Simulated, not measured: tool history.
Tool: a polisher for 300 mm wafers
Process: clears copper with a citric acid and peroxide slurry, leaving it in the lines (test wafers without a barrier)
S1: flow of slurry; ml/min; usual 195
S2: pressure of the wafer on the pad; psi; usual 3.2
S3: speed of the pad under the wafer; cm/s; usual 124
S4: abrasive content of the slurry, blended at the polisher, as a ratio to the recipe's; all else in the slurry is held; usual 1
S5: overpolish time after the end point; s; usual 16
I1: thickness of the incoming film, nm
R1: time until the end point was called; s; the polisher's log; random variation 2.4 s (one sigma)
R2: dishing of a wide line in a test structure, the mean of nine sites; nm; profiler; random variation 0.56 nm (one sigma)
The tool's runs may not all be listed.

run,hour,S1,S2,S3,S4,S5,I1,R1,R2
1,0,195,3.2,124,1,16,382.4,144.5,33.8
2,150,195,3.2,124,1,16,383.4,150.6,32.5
3,205.2,195,3.2,124,1,16,388.6,151.9,32.5
4,253.3,195,3.2,124,1,16,380.8,150.9,32
# hour 262: head pressure recalibrated
5,340.4,195,3.2,124,1,16,388.8,159.8,30.4
# hour 347.3: slurry blender recalibrated
# hour 379.3: slurry nozzle cleaned
6,416.7,195,3.2,124,1,16,382,141.1,33.8
# hour 446: worn pad replaced by a new one, of another model than before
7,522.7,195,2.5,124,1,16,385.7,160.7,30.2
8,608.8,195,2.5,124,1,16,381,161.8,29.8
9,651.3,195,2.5,124,1,16,386,168.9,29.3
10,706.7,195,3.2,124,1,16,389.3,146,31.5
# hour 738.5: head pressure recalibrated
11,807.3,195,3.2,124,1,16,380,154,31.5
# hour 865.5: slurry blender recalibrated
# hour 905.3: worn pad replaced by a new one
12,905.8,195,2.7,124,1,24,386.9,154.5,45.7
13,998,215,2.1,90,1,19,384.5,211.2,26.8
14,1063.9,165,3.2,100,1,16,386.3,171.5,28.9
15,1168.3,175,2.3,124,0.9,9,377.3,177.6,15.4
# hour 1178.9: slurry nozzle cleaned
# hour 1248: head pressure recalibrated
16,1248.5,195,3.2,124,1,16,379.3,146.8,31.9
17,1340.9,195,3.2,124,1,16,389.7,159.9,30.3
# hour 1465.4: slurry blender recalibrated
# hour 1482.1: worn pad replaced by a new one
18,1525.5,195,3.2,124,1.15,11,387.2,138.5,25.3
19,1571.2,250,2.3,124,1,16,387.8,163.4,29
20,1616.3,195,4.1,142,1,26,390.7,116.9,62
21,1688.4,130,3.2,158,1,16,386.3,127.8,37.9
22,1792.9,195,3.7,92,1.3,16,387.6,163.7,30.3
# hour 1811.9: head pressure recalibrated
23,1892.7,195,3.2,124,1,8,392.2,156.8,16.2
# hour 1973.6: slurry blender recalibrated
# hour 1973.9: worn pad replaced by a new one
# hour 1997.6: slurry nozzle cleaned
24,2214.4,195,3.2,124,1,16,390.3,144.6,33.5
25,2269.5,240,3.2,146,1,16,387.2,125,37.3
# hour 2358.2: head pressure recalibrated
26,2365.3,240,3.8,80,1,19,386.4,188.5,31.3
27,2411.6,195,3.6,144,1.15,16,387.2,126.1,38.9

What the log doesn't show, run by run:
removal rate lost through wear of the pad, %: 0 in every run
slurry flow missing at the pad, %: 0 in every run
deviation of the head's pressure from its setpoint, %: 0 in every run
H1: abrasive missing from the slurry, %
run,H1
1,8.02
2,17
3,21.7
4,26.4
5,36.4
6,2.53
7,5.77
8,10.5
9,13.5
10,18.1
11,28.3
12,5.85
13,7.84
14,10.6
15,17.1
16,24
17,33.9
18,5.36
19,6.31
20,7.75
21,11.1
22,18.3
23,27.7
24,9.31
25,13
26,21.2
27,26
